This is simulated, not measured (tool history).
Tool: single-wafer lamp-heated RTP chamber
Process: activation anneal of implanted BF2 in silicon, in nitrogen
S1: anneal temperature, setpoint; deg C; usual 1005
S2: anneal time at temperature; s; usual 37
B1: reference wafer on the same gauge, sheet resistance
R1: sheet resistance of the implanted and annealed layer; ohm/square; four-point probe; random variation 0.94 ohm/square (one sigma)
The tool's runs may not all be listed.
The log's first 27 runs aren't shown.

run    hour    S1  S2      B1      R1
 28   841.2   978  20  290.00  277.09
 29   853.5  1005  51  289.80  253.28
 30   888.7  1005  49  289.98  250.31
 31   914.6   996  47  290.32  255.36
 32   947.1   994  37  289.86  258.31
 33   975.9  1005  30  290.07  254.55
     1014.4  -- pyrometer window cleaned and pyrometer calibrated
 34  1014.9  1005  46  290.14  254.01
 35  1034.6  1005  31  290.04  256.29
 36  1063.0  1005  37  290.07  255.74
 37  1085.9   988  43  290.04  261.89

Forecast each of these 4 alternatives for the next run:
  A  1086.3  1005  37   ?   ?
  B  1086.3  1005  54   ?   ?
  C  1086.3  1017  48   ?   ?
  D  1086.3   996  53   ?   ?

run      B1      R1
  A  289.92  257.62
  B  289.92  253.42
  C  289.92  249.85
  D  289.92  257.98
Without the tool's hidden state the same runs would have given:
run      R1
  A  258.05
  B  253.90
  C  250.23
  D  258.48

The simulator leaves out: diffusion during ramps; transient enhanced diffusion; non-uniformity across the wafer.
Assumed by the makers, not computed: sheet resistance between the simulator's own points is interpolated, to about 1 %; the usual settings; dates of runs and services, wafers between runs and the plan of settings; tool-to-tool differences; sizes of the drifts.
